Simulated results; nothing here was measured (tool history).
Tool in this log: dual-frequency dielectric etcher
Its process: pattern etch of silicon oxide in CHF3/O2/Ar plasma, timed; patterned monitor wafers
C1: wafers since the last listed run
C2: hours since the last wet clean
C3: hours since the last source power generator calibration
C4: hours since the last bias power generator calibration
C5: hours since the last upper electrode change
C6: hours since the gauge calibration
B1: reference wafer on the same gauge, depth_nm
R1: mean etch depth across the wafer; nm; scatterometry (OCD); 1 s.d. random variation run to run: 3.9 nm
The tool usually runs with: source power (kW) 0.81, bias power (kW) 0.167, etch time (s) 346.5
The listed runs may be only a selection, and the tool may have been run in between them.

{"run": 1, "hour": 0.0, "source power (kW)": 0.81, "bias power (kW)": 0.167, "etch time (s)": 346.5, "C1": 0, "C2": 3.5, "C3": 3808.7, "C4": 3518.8, "C5": 5124, "C6": 1142.9, "B1": 913.1, "R1": 775.2}
{"run": 2, "hour": 68.7, "source power (kW)": 0.81, "bias power (kW)": 0.167, "etch time (s)": 346.5, "C1": 343, "C2": 72.2, "C3": 3877.4, "C4": 3587.5, "C5": 5192.7, "C6": 1211.6, "B1": 913.2, "R1": 789.4}
{"run": 3, "hour": 102.4, "source power (kW)": 0.81, "bias power (kW)": 0.167, "etch time (s)": 346.5, "C1": 168, "C2": 105.9, "C3": 3911.1, "C4": 3621.2, "C5": 5226.4, "C6": 1245.3, "B1": 911.1, "R1": 789.4}
{"run": 4, "hour": 141.5, "source power (kW)": 0.81, "bias power (kW)": 0.167, "etch time (s)": 346.5, "C1": 195, "C2": 145, "C3": 3950.2, "C4": 3660.3, "C5": 5265.5, "C6": 1284.4, "B1": 912.2, "R1": 790.7}
{"run": 5, "hour": 207.6, "source power (kW)": 0.81, "bias power (kW)": 0.167, "etch time (s)": 346.5, "C1": 330, "C2": 211.1, "C3": 4016.3, "C4": 3726.4, "C5": 5331.6, "C6": 1350.5, "B1": 912.3, "R1": 794.9}
{"hour": 253.7, "done": "upper electrode replaced"}
{"run": 6, "hour": 254.2, "source power (kW)": 0.81, "bias power (kW)": 0.167, "etch time (s)": 346.5, "C1": 112, "C2": 257.7, "C3": 4062.9, "C4": 3773, "C5": 0.5, "C6": 1397.1, "B1": 911.1, "R1": 805}
{"run": 7, "hour": 295.8, "source power (kW)": 0.81, "bias power (kW)": 0.167, "etch time (s)": 346.5, "C1": 207, "C2": 299.3, "C3": 4104.5, "C4": 3814.6, "C5": 42.1, "C6": 1438.7, "B1": 911.9, "R1": 809.2}
{"hour": 305.5, "done": "source power generator calibrated"}
{"run": 8, "hour": 367.1, "source power (kW)": 0.81, "bias power (kW)": 0.167, "etch time (s)": 346.5, "C1": 336, "C2": 370.6, "C3": 61.6, "C4": 3885.9, "C5": 113.4, "C6": 1510, "B1": 911.5, "R1": 816.5}
{"hour": 393.4, "done": "wet clean of the chamber"}
{"run": 9, "hour": 393.9, "source power (kW)": 0.81, "bias power (kW)": 0.167, "etch time (s)": 346.5, "C1": 13, "C2": 0.5, "C3": 88.4, "C4": 3912.7, "C5": 140.2, "C6": 1536.8, "B1": 912, "R1": 784}
{"hour": 458.3, "done": "bias power generator calibrated"}
{"run": 10, "hour": 458.8, "source power (kW)": 0.64, "bias power (kW)": 0.148, "etch time (s)": 346.5, "C1": 304, "C2": 65.4, "C3": 153.3, "C4": 0.5, "C5": 205.1, "C6": 1601.7, "B1": 912.5, "R1": 702.8}
{"hour": 476.0, "done": "gauge calibrated"}
{"run": 11, "hour": 481.8, "source power (kW)": 0.81, "bias power (kW)": 0.167, "etch time (s)": 401, "C1": 114, "C2": 88.4, "C3": 176.3, "C4": 23.5, "C5": 228.1, "C6": 5.8, "B1": 911.7, "R1": 918}
{"run": 12, "hour": 530.4, "source power (kW)": 0.81, "bias power (kW)": 0.207, "etch time (s)": 407.5, "C1": 242, "C2": 137, "C3": 224.9, "C4": 72.1, "C5": 276.7, "C6": 54.4, "B1": 911.5, "R1": 991.3}
{"run": 13, "hour": 572.9, "source power (kW)": 0.89, "bias power (kW)": 0.15, "etch time (s)": 287.5, "C1": 212, "C2": 179.5, "C3": 267.4, "C4": 114.6, "C5": 319.2, "C6": 96.9, "B1": 912.3, "R1": 675.8}
{"run": 14, "hour": 621.4, "source power (kW)": 0.81, "bias power (kW)": 0.167, "etch time (s)": 346.5, "C1": 242, "C2": 228, "C3": 315.9, "C4": 163.1, "C5": 367.7, "C6": 145.4, "B1": 912.2, "R1": 804.2}
{"run": 15, "hour": 664.8, "source power (kW)": 0.9, "bias power (kW)": 0.167, "etch time (s)": 260, "C1": 216, "C2": 271.4, "C3": 359.3, "C4": 206.5, "C5": 411.1, "C6": 188.8, "B1": 912.6, "R1": 634}
{"run": 16, "hour": 709.4, "source power (kW)": 0.81, "bias power (kW)": 0.143, "etch time (s)": 380, "C1": 222, "C2": 316, "C3": 403.9, "C4": 251.1, "C5": 455.7, "C6": 233.4, "B1": 911.9, "R1": 858.3}
{"run": 17, "hour": 734.3, "source power (kW)": 0.91, "bias power (kW)": 0.181, "etch time (s)": 310.5, "C1": 124, "C2": 340.9, "C3": 428.8, "C4": 276, "C5": 480.6, "C6": 258.3, "B1": 911.9, "R1": 786.4}
{"hour": 782.9, "done": "wet clean of the chamber"}
{"run": 18, "hour": 783.4, "source power (kW)": 0.81, "bias power (kW)": 0.14, "etch time (s)": 394.5, "C1": 125, "C2": 0.5, "C3": 477.9, "C4": 325.1, "C5": 529.7, "C6": 307.4, "B1": 912.3, "R1": 844.3}
{"run": 19, "hour": 817.6, "source power (kW)": 0.81, "bias power (kW)": 0.167, "etch time (s)": 346.5, "C1": 170, "C2": 34.7, "C3": 512.1, "C4": 359.3, "C5": 563.9, "C6": 341.6, "B1": 912.1, "R1": 786.7}
{"run": 20, "hour": 861.0, "source power (kW)": 0.66, "bias power (kW)": 0.202, "etch time (s)": 447.5, "C1": 216, "C2": 78.1, "C3": 555.5, "C4": 402.7, "C5": 607.3, "C6": 385, "B1": 912.4, "R1": 996.1}
{"run": 21, "hour": 916.0, "source power (kW)": 1, "bias power (kW)": 0.167, "etch time (s)": 346.5, "C1": 274, "C2": 133.1, "C3": 610.5, "C4": 457.7, "C5": 662.3, "C6": 440, "B1": 911.7, "R1": 852.9}
{"run": 22, "hour": 942.7, "source power (kW)": 0.81, "bias power (kW)": 0.167, "etch time (s)": 346.5, "C1": 133, "C2": 159.8, "C3": 637.2, "C4": 484.4, "C5": 689, "C6": 466.7, "B1": 911.9, "R1": 792.8}
{"run": 23, "hour": 991.0, "source power (kW)": 0.72, "bias power (kW)": 0.133, "etch time (s)": 410, "C1": 241, "C2": 208.1, "C3": 685.5, "C4": 532.7, "C5": 737.3, "C6": 515, "B1": 911.7, "R1": 852.2}
{"run": 24, "hour": 1054.5, "source power (kW)": 0.81, "bias power (kW)": 0.167, "etch time (s)": 346.5, "C1": 317, "C2": 271.6, "C3": 749, "C4": 596.2, "C5": 800.8, "C6": 578.5, "B1": 912.9, "R1": 803.2}
{"run": 25, "hour": 1090.8, "source power (kW)": 0.81, "bias power (kW)": 0.167, "etch time (s)": 346.5, "C1": 181, "C2": 307.9, "C3": 785.3, "C4": 632.5, "C5": 837.1, "C6": 614.8, "B1": 912.4, "R1": 812.8}
{"run": 26, "hour": 1115.1, "source power (kW)": 0.81, "bias power (kW)": 0.167, "etch time (s)": 346.5, "C1": 121, "C2": 332.2, "C3": 809.6, "C4": 656.8, "C5": 861.4, "C6": 639.1, "B1": 912.4, "R1": 810.2}
{"hour": 1194.1, "done": "wet clean of the chamber"}
{"run": 27, "hour": 1194.6, "source power (kW)": 0.74, "bias power (kW)": 0.194, "etch time (s)": 440.5, "C1": 277, "C2": 0.5, "C3": 889.1, "C4": 736.3, "C5": 940.9, "C6": 718.6, "B1": 913.1, "R1": 999.7}
{"run": 28, "hour": 1243.7, "source power (kW)": 0.73, "bias power (kW)": 0.142, "etch time (s)": 312.5, "C1": 245, "C2": 49.6, "C3": 938.2, "C4": 785.4, "C5": 990, "C6": 767.7, "B1": 911.5, "R1": 652.9}
{"run": 29, "hour": 1294.9, "source power (kW)": 0.63, "bias power (kW)": 0.151, "etch time (s)": 346.5, "C1": 255, "C2": 100.8, "C3": 989.4, "C4": 836.6, "C5": 1041.2, "C6": 818.9, "B1": 911.3, "R1": 701.1}

Below are 5 alternative next runs, each starting from the tool's condition after run 29. Predict each:
{"run": "A", "hour": 1295.4, "source power (kW)": 0.81, "bias power (kW)": 0.167, "etch time (s)": 346.5, "C1": 2, "C2": 101.3, "C3": 989.9, "C4": 837.1, "C5": 1041.7, "C6": 819.4, "B1": "?", "R1": "?"}
{"run": "B", "hour": 1295.4, "source power (kW)": 0.89, "bias power (kW)": 0.167, "etch time (s)": 415.5, "C1": 2, "C2": 101.3, "C3": 989.9, "C4": 837.1, "C5": 1041.7, "C6": 819.4, "B1": "?", "R1": "?"}
{"run": "C", "hour": 1295.4, "source power (kW)": 0.86, "bias power (kW)": 0.133, "etch time (s)": 304.5, "C1": 2, "C2": 101.3, "C3": 989.9, "C4": 837.1, "C5": 1041.7, "C6": 819.4, "B1": "?", "R1": "?"}
{"run": "D", "hour": 1295.4, "source power (kW)": 0.81, "bias power (kW)": 0.207, "etch time (s)": 263, "C1": 2, "C2": 101.3, "C3": 989.9, "C4": 837.1, "C5": 1041.7, "C6": 819.4, "B1": "?", "R1": "?"}
{"run": "E", "hour": 1295.4, "source power (kW)": 0.97, "bias power (kW)": 0.139, "etch time (s)": 246.5, "C1": 2, "C2": 101.3, "C3": 989.9, "C4": 837.1, "C5": 1041.7, "C6": 819.4, "B1": "?", "R1": "?"}

run=A B1=912 R1=792.4
run=B B1=912 R1=984.1
run=C B1=912 R1=672
run=D B1=912 R1=638.2
run=E B1=912 R1=575.4
Had the tool no hidden state, the same runs would have come out as:
run=A R1=782.2
run=B R1=971.4
run=C R1=663.3
run=D R1=630
run=E R1=568

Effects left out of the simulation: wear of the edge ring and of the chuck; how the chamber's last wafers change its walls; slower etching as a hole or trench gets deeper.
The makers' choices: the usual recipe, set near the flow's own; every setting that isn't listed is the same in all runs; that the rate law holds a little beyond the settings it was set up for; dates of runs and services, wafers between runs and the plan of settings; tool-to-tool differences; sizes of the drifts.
